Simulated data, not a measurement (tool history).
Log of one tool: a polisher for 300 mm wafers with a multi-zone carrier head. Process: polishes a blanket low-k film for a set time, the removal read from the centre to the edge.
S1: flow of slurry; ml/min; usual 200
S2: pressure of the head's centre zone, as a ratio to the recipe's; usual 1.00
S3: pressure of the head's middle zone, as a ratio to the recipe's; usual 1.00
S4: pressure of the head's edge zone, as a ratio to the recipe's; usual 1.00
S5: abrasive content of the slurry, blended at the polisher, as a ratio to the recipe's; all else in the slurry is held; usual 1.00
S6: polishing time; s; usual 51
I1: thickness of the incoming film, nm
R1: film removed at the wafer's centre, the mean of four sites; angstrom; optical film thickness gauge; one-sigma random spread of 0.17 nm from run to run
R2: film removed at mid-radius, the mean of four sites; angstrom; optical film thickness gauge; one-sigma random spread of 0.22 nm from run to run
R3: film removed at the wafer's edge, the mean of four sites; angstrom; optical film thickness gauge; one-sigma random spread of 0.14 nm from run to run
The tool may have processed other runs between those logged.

run 1 hour=0.0 | S1=200 S2=1.00 S3=1.00 S4=1.00 S5=1.00 S6=51 | I1=536.9 | R1=211 R2=209 R3=215
run 2 hour=17.6 | S1=200 S2=1.00 S3=1.00 S4=1.00 S5=1.00 S6=51 | I1=539.5 | R1=209 R2=213 R3=215
-- hour=29.4 worn pad replaced by a new one
-- hour=54.7 carrier head's membrane replaced by a new one
run 3 hour=55.2 | S1=200 S2=1.00 S3=1.00 S4=1.00 S5=1.00 S6=51 | I1=547.5 | R1=210 R2=212 R3=217
run 4 hour=77.6 | S1=200 S2=1.00 S3=1.00 S4=1.00 S5=1.00 S6=51 | I1=546.5 | R1=208 R2=211 R3=213
run 5 hour=89.8 | S1=145 S2=1.00 S3=1.00 S4=1.00 S5=1.20 S6=51 | I1=529.0 | R1=228 R2=228 R3=234
run 6 hour=124.5 | S1=200 S2=1.00 S3=1.00 S4=1.06 S5=1.00 S6=51 | I1=546.4 | R1=209 R2=209 R3=219
run 7 hour=148.1 | S1=200 S2=1.00 S3=1.00 S4=1.00 S5=1.00 S6=63 | I1=536.9 | R1=263 R2=258 R3=266
run 8 hour=177.9 | S1=200 S2=1.00 S3=1.00 S4=1.00 S5=1.00 S6=51 | I1=539.7 | R1=215 R2=209 R3=216
run 9 hour=205.5 | S1=200 S2=1.00 S3=1.00 S4=1.00 S5=1.00 S6=51 | I1=545.6 | R1=210 R2=213 R3=213
-- hour=215.0 worn pad replaced by a new one
-- hour=228.6 edge zone pressure recalibrated
-- hour=230.5 slurry nozzle cleaned
run 10 hour=238.2 | S1=200 S2=1.00 S3=1.05 S4=1.00 S5=0.80 S6=51 | I1=545.2 | R1=173 R2=182 R3=180
run 11 hour=250.4 | S1=200 S2=1.00 S3=1.03 S4=1.09 S5=1.00 S6=51 | I1=542.5 | R1=212 R2=214 R3=222
run 12 hour=276.1 | S1=200 S2=1.00 S3=1.00 S4=1.00 S5=0.85 S6=51 | I1=535.2 | R1=186 R2=181 R3=188
run 13 hour=291.4 | S1=200 S2=1.00 S3=1.06 S4=1.00 S5=1.00 S6=35 | I1=542.0 | R1=146 R2=150 R3=148
run 14 hour=306.2 | S1=155 S2=1.00 S3=1.00 S4=0.96 S5=1.15 S6=51 | I1=548.8 | R1=225 R2=223 R3=226
-- hour=314.5 centre zone pressure recalibrated
run 15 hour=341.7 | S1=200 S2=1.00 S3=1.00 S4=1.00 S5=1.00 S6=51 | I1=541.3 | R1=212 R2=212 R3=214
run 16 hour=355.2 | S1=200 S2=1.00 S3=0.93 S4=1.00 S5=1.00 S6=51 | I1=540.0 | R1=213 R2=199 R3=214
-- hour=385.6 worn pad replaced by a new one
run 17 hour=388.4 | S1=200 S2=1.00 S3=1.00 S4=1.00 S5=0.80 S6=51 | I1=535.5 | R1=174 R2=173 R3=179
run 18 hour=419.7 | S1=200 S2=1.00 S3=0.93 S4=1.12 S5=1.00 S6=61 | I1=528.1 | R1=248 R2=237 R3=272
run 19 hour=449.1 | S1=200 S2=1.00 S3=1.00 S4=1.12 S5=1.00 S6=64 | I1=551.4 | R1=264 R2=267 R3=289
run 20 hour=474.6 | S1=200 S2=1.00 S3=1.00 S4=1.00 S5=1.00 S6=51 | I1=540.0 | R1=210 R2=210 R3=216
run 21 hour=492.2 | S1=200 S2=1.00 S3=1.00 S4=1.00 S5=1.00 S6=41 | I1=539.6 | R1=170 R2=167 R3=174

Hidden state, per run?
removal rate lost through wear of the pad, %: 0 in every run
slurry flow missing at the pad, %: 0 in every run
deviation of the centre zone's pressure from its setpoint, %: 0 in every run
deviation of the edge zone's pressure from its setpoint, %: 0 in every run
